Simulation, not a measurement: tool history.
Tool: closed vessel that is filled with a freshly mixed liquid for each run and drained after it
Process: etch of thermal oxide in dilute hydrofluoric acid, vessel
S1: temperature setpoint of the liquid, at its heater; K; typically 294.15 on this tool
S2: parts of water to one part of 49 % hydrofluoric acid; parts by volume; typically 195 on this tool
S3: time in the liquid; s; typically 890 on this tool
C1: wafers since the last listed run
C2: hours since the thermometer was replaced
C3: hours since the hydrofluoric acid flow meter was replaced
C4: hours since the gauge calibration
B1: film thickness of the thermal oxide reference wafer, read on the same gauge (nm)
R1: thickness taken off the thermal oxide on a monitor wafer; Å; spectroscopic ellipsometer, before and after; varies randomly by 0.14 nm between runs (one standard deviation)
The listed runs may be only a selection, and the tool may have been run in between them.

run	hour	S1	S2	S3	C1	C2	C3	C4	B1	R1
1	0	294.15	195	890	0	846.3	1172.6	387.3	70	179.7
2	30.8	294.15	195	890	2455	877.1	1203.4	418.1	69.99	183
3	45.9	294.15	195	890	1204	892.2	1218.5	433.2	70.01	181
4	60	294.15	195	1220	1124	906.3	1232.6	447.3	70.01	250
5	90.6	294.15	195	1220	2439	936.9	1263.2	477.9	69.99	249.7
6	138.8	294.15	195	1220	3843	985.1	1311.4	526.1	70	248.8
7	154.7	294.15	195	890	1267	1001	1327.3	542	70.04	182.4
8	235.8	294.15	195	890	6466	1082.1	1408.4	623.1	70.01	178.8
9	256.9	294.15	195	890	1682	1103.2	1429.5	644.2	70	179.7
10	283.5	294.15	195	890	2120	1129.8	1456.1	670.8	69.99	179.4
11	312.8	294.15	195	890	2336	1159.1	1485.4	700.1	70.02	179.9
12	330.1	294.15	195	890	1379	1176.4	1502.7	717.4	69.99	177.8
13	345.5	294.15	195	890	1227	1191.8	1518.1	732.8	69.99	179.7
14	364.7	294.15	230	890	1530	1211	1537.3	752	69.99	145.2
# hour 382.3: thermometer replaced
15	383.2	294.15	140	1235	1395	0.9	1555.8	770.5	70	369.1
# hour 401: hydrofluoric acid flow meter replaced
16	406	291.65	235	485	1738	23.7	5	793.3	70.04	74.2
17	421.6	297.15	100	1380	1243	39.3	20.6	808.9	70	706.5
# hour 479.2: gauge calibrated
18	523.6	298.65	245	1025	8133	141.3	122.6	44.4	69.99	195.6
19	556.5	294.15	195	890	2623	174.2	155.5	77.3	70.01	189.1
20	587.4	294.15	195	890	2463	205.1	186.4	108.2	69.98	187.3
21	612.6	292.15	220	385	2009	230.3	211.6	133.4	70.01	64.4
22	627.1	295.65	290	450	1156	244.8	226.1	147.9	70	61.7
23	663	294.15	195	890	2862	280.7	262	183.8	69.99	188.5
24	690.1	290.15	195	1050	2160	307.8	289.1	210.9	70.01	191.4
25	717	297.15	95	1395	2144	334.7	316	237.8	69.99	755
26	744.5	292.65	195	485	2192	362.2	343.5	265.3	70	95.9
27	776.3	294.15	275	670	2535	394	375.3	297.1	70	91.7
28	807.7	295.65	95	1095	2503	425.4	406.7	328.5	69.98	556.9
29	830.9	296.65	255	890	1849	448.6	429.9	351.7	70.03	146.4
30	849.8	294.15	270	890	1507	467.5	448.8	370.6	70.01	126.6
31	876.7	291.15	110	730	2144	494.4	475.7	397.5	70	262.9
32	897.3	290.15	275	740	1642	515	496.3	418.1	69.99	86.9
33	917.9	294.15	145	625	1642	535.6	516.9	438.7	70.02	186.4
34	939.9	294.15	195	890	1754	557.6	538.9	460.7	70.02	187.8
35	970.6	294.15	195	890	2447	588.3	569.6	491.4	69.98	185

Branching from run 35: 3 alternative next runs. What would each branch give?
A	971.5	294.15	195	890	71	589.2	570.5	492.3	?	?
B	971.5	296.65	105	445	71	589.2	570.5	492.3	?	?
C	971.5	294.15	270	390	71	589.2	570.5	492.3	?	?

run	B1	R1
A	70.01	185.6
B	70.01	210
C	70.01	54.6
Take away the tool's hidden state, keep each run's random variation, and the runs would have read:
run	R1
A	189.1
B	213.7
C	55.6
